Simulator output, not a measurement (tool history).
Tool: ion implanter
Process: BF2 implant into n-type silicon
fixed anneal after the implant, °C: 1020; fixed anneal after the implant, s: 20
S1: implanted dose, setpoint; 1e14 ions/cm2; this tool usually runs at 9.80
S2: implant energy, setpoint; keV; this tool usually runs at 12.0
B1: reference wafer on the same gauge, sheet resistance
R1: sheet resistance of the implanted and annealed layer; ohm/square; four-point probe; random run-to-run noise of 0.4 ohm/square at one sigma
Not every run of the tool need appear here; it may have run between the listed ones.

| run | hour | S1 | S2 | B1 | R1 |
|---|---|---|---|---|---|
| 1 | 0.0 | 11.08 | 10.0 | 212.01 | 186.68 |
|  | 12.3 | gauge calibrated |
| 2 | 16.6 | 11.08 | 10.0 | 211.95 | 186.86 |
| 3 | 28.1 | 9.80 | 8.5 | 211.99 | 203.81 |
| 4 | 36.5 | 9.80 | 10.5 | 212.18 | 193.56 |
| 5 | 48.3 | 9.80 | 9.0 | 211.91 | 200.55 |
| 6 | 62.4 | 11.64 | 12.0 | 211.99 | 175.24 |
| 7 | 74.3 | 11.64 | 12.0 | 212.12 | 174.75 |
| 8 | 81.2 | 11.64 | 12.0 | 211.91 | 175.33 |
| 9 | 98.3 | 9.80 | 12.0 | 212.23 | 185.42 |
| 10 | 106.1 | 9.80 | 12.0 | 211.94 | 186.06 |
| 11 | 123.2 | 9.80 | 12.0 | 211.86 | 186.12 |
| 12 | 148.8 | 9.80 | 12.0 | 211.95 | 185.59 |
| 13 | 156.1 | 11.21 | 12.0 | 212.07 | 176.98 |
| 14 | 165.2 | 11.21 | 12.0 | 212.00 | 176.03 |
| 15 | 178.8 | 11.21 | 12.0 | 212.03 | 176.03 |
| 16 | 191.9 | 11.47 | 12.0 | 212.01 | 174.98 |
|  | 216.3 | extraction supply calibrated |
| 17 | 235.3 | 11.47 | 12.0 | 211.93 | 174.97 |
| 18 | 243.9 | 9.80 | 12.0 | 212.02 | 185.63 |
| 19 | 253.5 | 9.80 | 12.0 | 211.96 | 184.76 |
| 20 | 265.1 | 7.14 | 11.0 | 211.99 | 220.40 |
|  | 267.6 | gauge calibrated |
| 21 | 277.7 | 11.03 | 15.0 | 212.23 | 166.52 |
| 22 | 287.7 | 11.41 | 8.5 | 211.99 | 191.78 |
| 23 | 300.3 | 7.14 | 11.0 | 212.13 | 219.49 |
| 24 | 311.3 | 9.80 | 12.0 | 211.86 | 184.88 |
| 25 | 327.7 | 9.80 | 12.0 | 211.94 | 185.17 |
|  | 340.8 | Faraday cup replaced and dose calibrated |
| 26 | 341.3 | 8.70 | 14.5 | 212.13 | 187.12 |
| 27 | 347.5 | 9.80 | 14.0 | 212.10 | 178.68 |
| 28 | 361.3 | 8.28 | 15.5 | 211.97 | 188.27 |
| 29 | 376.0 | 12.60 | 12.0 | 212.03 | 172.25 |
| 30 | 386.4 | 9.80 | 14.0 | 212.03 | 179.35 |
| 31 | 404.0 | 6.92 | 15.5 | 211.95 | 206.64 |
| 32 | 415.7 | 6.88 | 11.0 | 211.94 | 228.92 |
| 33 | 429.0 | 11.88 | 12.0 | 212.04 | 175.58 |
| 34 | 441.2 | 12.48 | 12.0 | 211.98 | 172.21 |
| 35 | 449.9 | 11.21 | 12.0 | 211.87 | 177.49 |
| 36 | 457.5 | 8.00 | 15.5 | 211.98 | 190.93 |
| 37 | 464.1 | 12.31 | 13.5 | 212.09 | 167.22 |
| 38 | 474.7 | 8.53 | 13.0 | 212.18 | 194.86 |

Hidden state or all else? Some run-to-run changes of R1, split into what the settings, what came in and random variation would give without the hidden state, and what is left for the hidden state (with any gauge scatter that isn't in both results):
Hidden state present: deviation of the true dose from the Faraday cup's reading, %; deviation of the true energy from its setpoint, %; gauge reads high (%).
Run 19 -> 20: S1 9.80 -> 7.14, S2 12.0 -> 11.0. R1 +35.64 ohm/square: hidden state -1.54, all else +37.18.
Run 20 -> 21: S1 7.14 -> 11.03, S2 11.0 -> 15.0, gauge calibrated. R1 -53.88 ohm/square: hidden state +2.03, all else -55.91.
Run 22 -> 23: S1 11.41 -> 7.14, S2 8.5 -> 11.0. R1 +27.71 ohm/square: hidden state -2.05, all else +29.76.
Run 25 -> 26: S1 9.80 -> 8.70, S2 12.0 -> 14.5, Faraday cup replaced and dose calibrated. R1 +1.95 ohm/square: hidden state +2.86, all else -0.91.
Run 32 -> 33: S1 6.88 -> 11.88, S2 11.0 -> 12.0. R1 -53.34 ohm/square: hidden state -0.02, all else -53.32.
